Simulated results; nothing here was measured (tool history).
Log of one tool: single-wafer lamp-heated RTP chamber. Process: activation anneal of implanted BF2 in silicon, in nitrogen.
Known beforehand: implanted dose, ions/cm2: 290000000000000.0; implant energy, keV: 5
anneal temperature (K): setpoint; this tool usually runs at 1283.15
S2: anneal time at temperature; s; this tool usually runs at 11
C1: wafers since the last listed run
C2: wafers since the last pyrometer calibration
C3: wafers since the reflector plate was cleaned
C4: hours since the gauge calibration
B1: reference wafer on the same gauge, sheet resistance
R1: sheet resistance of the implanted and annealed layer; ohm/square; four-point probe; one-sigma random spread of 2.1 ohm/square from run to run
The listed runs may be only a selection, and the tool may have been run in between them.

run 1 day=0 | anneal_temperature_(K)=1283.15 S2=11 | C1=0 C2=892 C3=6410 C4=182.3 | B1=700.88 | R1=603.39
-- day=0.417 gauge calibrated
run 2 day=0.45 | anneal_temperature_(K)=1283.15 S2=11 | C1=148 C2=1040 C3=6558 C4=0.8 | B1=700.72 | R1=598.05
run 3 day=1.179 | anneal_temperature_(K)=1274.15 S2=11 | C1=239 C2=1280 C3=6798 C4=18.3 | B1=701.11 | R1=626.47
run 4 day=1.846 | anneal_temperature_(K)=1274.15 S2=11 | C1=219 C2=1499 C3=7017 C4=34.3 | B1=701.26 | R1=626.58
run 5 day=2.242 | anneal_temperature_(K)=1274.15 S2=11 | C1=130 C2=1629 C3=7147 C4=43.8 | B1=701.14 | R1=628.01
run 6 day=2.592 | anneal_temperature_(K)=1283.15 S2=11 | C1=115 C2=1744 C3=7262 C4=52.2 | B1=701.28 | R1=599.38
-- day=3.242 pyrometer window cleaned and pyrometer calibrated
run 7 day=3.262 | anneal_temperature_(K)=1283.15 S2=16 | C1=111 C2=6 C3=7373 C4=68.3 | B1=701.13 | R1=569.71
run 8 day=3.446 | anneal_temperature_(K)=1283.15 S2=11 | C1=60 C2=66 C3=7433 C4=72.7 | B1=700.71 | R1=591.68
run 9 day=3.912 | anneal_temperature_(K)=1283.15 S2=11 | C1=153 C2=220 C3=7587 C4=83.9 | B1=700.57 | R1=592.27
run 10 day=4.258 | anneal_temperature_(K)=1266.15 S2=11 | C1=113 C2=334 C3=7701 C4=92.2 | B1=701.38 | R1=636.64
-- day=4.946 reflector plate cleaned
run 11 day=4.967 | anneal_temperature_(K)=1266.15 S2=11 | C1=123 C2=457 C3=6 C4=109.2 | B1=701.52 | R1=634.68
-- day=5.783 pyrometer window cleaned and pyrometer calibrated, repeated, since the last time left the tool worse
run 12 day=5.804 | anneal_temperature_(K)=1283.15 S2=11 | C1=165 C2=7 C3=172 C4=129.3 | B1=700.78 | R1=606.09
run 13 day=5.917 | anneal_temperature_(K)=1266.15 S2=15 | C1=37 C2=44 C3=209 C4=132 | B1=701.08 | R1=636.6
run 14 day=6.629 | anneal_temperature_(K)=1283.15 S2=11 | C1=234 C2=278 C3=443 C4=149.1 | B1=701.38 | R1=609.27
run 15 day=7.204 | anneal_temperature_(K)=1283.15 S2=11 | C1=189 C2=467 C3=633 C4=162.9 | B1=700.94 | R1=605.72
run 16 day=7.662 | anneal_temperature_(K)=1283.15 S2=11 | C1=150 C2=618 C3=783 C4=173.9 | B1=701.34 | R1=606.36
-- day=7.692 gauge calibrated
run 17 day=8.279 | anneal_temperature_(K)=1274.15 S2=8 | C1=202 C2=821 C3=986 C4=14.1 | B1=700.94 | R1=651.05
run 18 day=8.6 | anneal_temperature_(K)=1283.15 S2=11 | C1=105 C2=926 C3=1092 C4=21.8 | B1=700.6 | R1=607.78
run 19 day=9.292 | anneal_temperature_(K)=1312.15 S2=15 | C1=227 C2=1154 C3=1319 C4=38.4 | B1=700.72 | R1=520.97
run 20 day=10.017 | anneal_temperature_(K)=1269.15 S2=5 | C1=238 C2=1392 C3=1558 C4=55.8 | B1=701.33 | R1=689.57
run 21 day=10.479 | anneal_temperature_(K)=1263.15 S2=6 | C1=152 C2=1544 C3=1710 C4=66.9 | B1=700.74 | R1=700.15
run 22 day=10.858 | anneal_temperature_(K)=1297.15 S2=5 | C1=124 C2=1669 C3=1834 C4=76 | B1=701.33 | R1=617.32
-- day=12.162 pyrometer window cleaned and pyrometer calibrated
run 23 day=12.496 | anneal_temperature_(K)=1283.15 S2=15 | C1=428 C2=108 C3=2263 C4=115.3 | B1=701.03 | R1=586.11
run 24 day=13.138 | anneal_temperature_(K)=1283.15 S2=11 | C1=211 C2=320 C3=2474 C4=130.7 | B1=700.69 | R1=610.06
run 25 day=13.854 | anneal_temperature_(K)=1307.15 S2=9 | C1=235 C2=555 C3=2710 C4=147.9 | B1=700.45 | R1=560.9

Describe how what the log doesn't record of the tool's condition differs between the last listed run preceding each entry between runs and the first listed run following it.
Between runs 1 and 2: gauge calibrated (day 0.417)
  true wafer temperature minus pyrometer reading, K: 2.09 -> 2.36
  difference, measured minus the result without the unlogged condition, R1: -5.53 -> -6.2 ohm/square
Between runs 6 and 7: pyrometer window cleaned and pyrometer calibrated (day 3.242)
  true wafer temperature minus pyrometer reading, K: 3.68 -> 6.89
  difference, measured minus the result without the unlogged condition, R1: -9.65 -> -16.82 ohm/square
Between runs 10 and 11: reflector plate cleaned (day 4.946)
  true wafer temperature minus pyrometer reading, K: 7.5 -> 7.94
  difference, measured minus the result without the unlogged condition, R1: -23.18 -> -24.45 ohm/square
Between runs 11 and 12: pyrometer window cleaned and pyrometer calibrated, repeated, since the last time left the tool worse (day 5.783)
  true wafer temperature minus pyrometer reading, K: 7.94 -> 0.0612
  difference, measured minus the result without the unlogged condition, R1: -24.45 -> -0.17 ohm/square
Between runs 16 and 17: gauge calibrated (day 7.692)
  true wafer temperature minus pyrometer reading, K: 1.2 -> 1.58
  difference, measured minus the result without the unlogged condition, R1: -3.2 -> -4.8 ohm/square
Between runs 22 and 23: pyrometer window cleaned and pyrometer calibrated (day 12.162)
  true wafer temperature minus pyrometer reading, K: 3.17 -> 0.379
  difference, measured minus the result without the unlogged condition, R1: -7.85 -> -0.97 ohm/square
